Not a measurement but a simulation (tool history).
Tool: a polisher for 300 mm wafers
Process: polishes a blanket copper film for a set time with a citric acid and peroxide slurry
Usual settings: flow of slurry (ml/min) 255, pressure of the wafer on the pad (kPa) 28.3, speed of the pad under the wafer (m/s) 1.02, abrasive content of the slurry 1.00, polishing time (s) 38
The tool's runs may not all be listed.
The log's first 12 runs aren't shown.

run   hour  flow of slurry (ml/min)  pressure of the wafer on the pad (kPa)  speed of the pad under the wafer (m/s)  abrasive content of the slurry  polishing time (s)  wafers since the last listed run  wafers polished on this pad  hours since the slurry nozzle was cleaned  hours since the head pressure was calibrated  hours since the slurry blender was calibrated  incoming thickness of the incoming film, nm  film removed (nm)
 13  168.5                      255                                    28.3                                    1.02                            1.00                  38                                86                         1213                                       58.9                                          61.2                                           55.1                                        998.1              101.4
 14  176.4                      255                                    28.3                                    1.02                            1.00                  38                                45                         1259                                       66.8                                          69.1                                           63.0                                        997.2              101.7
     185.7  -- worn pad replaced by a new one
 15  186.2                      255                                    19.3                                    1.02                            1.25                  38                                33                            2                                       76.6                                          78.9                                           72.8                                       1000.0               71.8
 16  198.9                      315                                    28.3                                    0.88                            1.10                  46                                73                           76                                       89.3                                          91.6                                           85.5                                        992.1              108.9
 17  216.8                      255                                    28.3                                    1.02                            0.80                  38                               103                          180                                      107.2                                         109.5                                          103.4                                        992.8               96.8
 18  224.0                      295                                    28.3                                    1.02                            1.00                  38                                41                          221                                      114.4                                         116.7                                          110.6                                        984.2              101.8
 19  233.9                      255                                    28.3                                    1.02                            1.00                  38                                57                          279                                      124.3                                         126.6                                          120.5                                        987.8              101.5
 20  246.2                      325                                    31.0                                    1.02                            1.15                  51                                71                          350                                      136.6                                         138.9                                          132.8                                       1001.7              155.9
 21  262.9                      255                                    28.3                                    1.36                            1.00                  33                                96                          447                                      153.3                                         155.6                                          149.5                                        989.8              114.7
 22  269.0                      255                                    28.3                                    1.02                            1.00                  38                                35                          482                                      159.4                                         161.7                                          155.6                                        973.2               99.4
 23  286.5                      320                                    18.6                                    1.14                            0.85                  38                               101                          583                                      176.9                                         179.2                                          173.1                                        979.5               74.0
 24  300.9                      255                                    28.3                                    1.02                            0.80                  38                                83                          667                                      191.3                                         193.6                                          187.5                                        998.2               95.7
 25  309.1                      255                                    33.8                                    0.92                            1.00                  38                                47                          714                                      199.5                                         201.8                                          195.7                                        979.9              106.8
 26  323.9                      255                                    19.3                                    1.02                            1.00                  38                                85                          800                                      214.3                                         216.6                                          210.5                                        983.6               68.2
 27  336.1                      255                                    28.3                                    1.02                            1.00                  38                                70                          871                                      226.5                                         228.8                                          222.7                                        987.6               97.7
 28  346.2                      255                                    28.3                                    0.70                            1.00                  49                                58                          929                                      236.6                                         238.9                                          232.8                                        987.3               88.0
 29  360.0                      255                                    28.3                                    0.80                            1.00                  38                                79                         1009                                      250.4                                         252.7                                          246.6                                        983.9               78.6
 30  374.4                      255                                    28.3                                    1.02                            1.00                  38                                83                         1092                                      264.8                                         267.1                                          261.0                                       1006.6               98.6

5 ways to go on from here, each from the tool as it stands after run 30. What would each give?
  A  374.8                      255                                    28.3                                    1.02                            1.00                  38                                 2                         1095                                      265.2                                         267.5                                          261.4                                        984.9                  ?
  B  374.8                      255                                    28.3                                    1.02                            1.15                  38                                 2                         1095                                      265.2                                         267.5                                          261.4                                        984.9                  ?
  C  374.8                      230                                    28.3                                    1.16                            1.25                  31                                 2                         1095                                      265.2                                         267.5                                          261.4                                        984.9                  ?
  D  374.8                      255                                    24.8                                    1.28                            1.00                  38                                 2                         1095                                      265.2                                         267.5                                          261.4                                        984.9                  ?
  E  374.8                      165                                    28.3                                    1.02                            1.00                  38                                 2                         1095                                      265.2                                         267.5                                          261.4                                        984.9                  ?

run  film removed (nm)
  A               99.5
  B              101.9
  C               93.9
  D              109.5
  E               90.6
Without the tool's hidden state the same runs would have given:
run  film removed (nm)
  A              102.6
  B              105.0
  C               97.3
  D              112.9
  E               96.0
